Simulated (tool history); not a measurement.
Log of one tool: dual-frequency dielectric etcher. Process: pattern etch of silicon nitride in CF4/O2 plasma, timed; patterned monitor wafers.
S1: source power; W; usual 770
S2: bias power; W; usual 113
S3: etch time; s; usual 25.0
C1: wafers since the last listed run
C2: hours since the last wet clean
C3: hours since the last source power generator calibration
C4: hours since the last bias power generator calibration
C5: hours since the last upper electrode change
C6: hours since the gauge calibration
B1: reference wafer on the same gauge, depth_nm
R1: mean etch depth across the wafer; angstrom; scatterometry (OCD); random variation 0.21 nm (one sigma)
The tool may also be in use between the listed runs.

run   hour   S1   S2    S3    C1     C2      C3      C4      C5     C6    B1   R1
  1    0.0  680  113  19.0     0  144.3  3681.9  1220.6  3845.8  246.3  57.9  387
  2   15.9  680  113  19.0   366  160.2  3697.8  1236.5  3861.7  262.2  57.9  389
  3  109.5  680  113  19.0  2155  253.8  3791.4  1330.1  3955.3  355.8  57.9  384
  4  131.7  770  113  25.0   511  276.0  3813.6  1352.3  3977.5  378.0  57.9  580
  5  149.2  770  113  25.0   403  293.5  3831.1  1369.8  3995.0  395.5  57.9  572
  6  184.4  770  113  25.0   810  328.7  3866.3  1405.0  4030.2  430.7  57.9  571
     214.7  -- gauge calibrated
  7  216.1  770   99  25.0   730  360.4  3898.0  1436.7  4061.9    1.4  57.9  547
  8  247.8  770   99  25.0   730  392.1  3929.7  1468.4  4093.6   33.1  58.0  546
  9  261.5  770   99  25.0   315  405.8  3943.4  1482.1  4107.3   46.8  57.9  545
     284.2  -- source power generator calibrated
 10  287.9  770  113  25.0   515  432.2     3.7  1508.5  4133.7   73.2  57.9  571
 11  300.6  770  113  25.0   292  444.9    16.4  1521.2  4146.4   85.9  57.9  571
     334.6  -- wet clean of the chamber
     350.7  -- upper electrode replaced
 12  351.2  770  113  25.0   240   16.6    67.0  1571.8     0.5  136.5  57.9  561
 13  362.0  670  113  25.0   248   27.4    77.8  1582.6    11.3  147.3  57.9  490
     378.1  -- bias power generator calibrated
 14  390.7  770  125  21.0   568   56.1   106.5    12.6    40.0  176.0  57.9  486
 15  425.4  630  137  25.0   799   90.8   141.2    47.3    74.7  210.7  57.9  489
     456.8  -- wet clean of the chamber, repeated, since the last time left the tool worse
 16  457.3  700  113  25.0   181    0.5   173.1    79.2   106.6  242.6  57.8  533
 17  480.2  890   91  23.0   527   23.4   196.0   102.1   129.5  265.5  57.9  572
 18  504.7  770  113  25.0   564   47.9   220.5   126.6   154.0  290.0  57.8  584
 19  521.1  690  139  31.5   377   64.3   236.9   143.0   170.4  306.4  57.9  711
 20  547.6  880  135  25.0   610   90.8   263.4   169.5   196.9  332.9  57.9  706
 21  580.3  700  120  25.0   753  123.5   296.1   202.2   229.6  365.6  57.9  537
 22  650.3  770  113  25.0  1612  193.5   366.1   272.2   299.6  435.6  57.9  574
 23  664.9  720   92  19.0   336  208.1   380.7   286.8   314.2  450.2  57.9  383
 24  685.5  770  137  19.5   474  228.7   401.3   307.4   334.8  470.8  57.9  482

Forecast each of these 3 alternatives for the next run:
  A  685.9  770  113  25.0   9  229.1  401.7  307.8  335.2  471.2   ?   ?
  B  685.9  600  105  25.0   9  229.1  401.7  307.8  335.2  471.2   ?   ?
  C  685.9  910  113  20.5   9  229.1  401.7  307.8  335.2  471.2   ?   ?

run    B1   R1
  A  57.9  581
  B  57.9  441
  C  57.9  561
Without the tool's hidden state the same runs would have given:
run   R1
  A  585
  B  445
  C  565
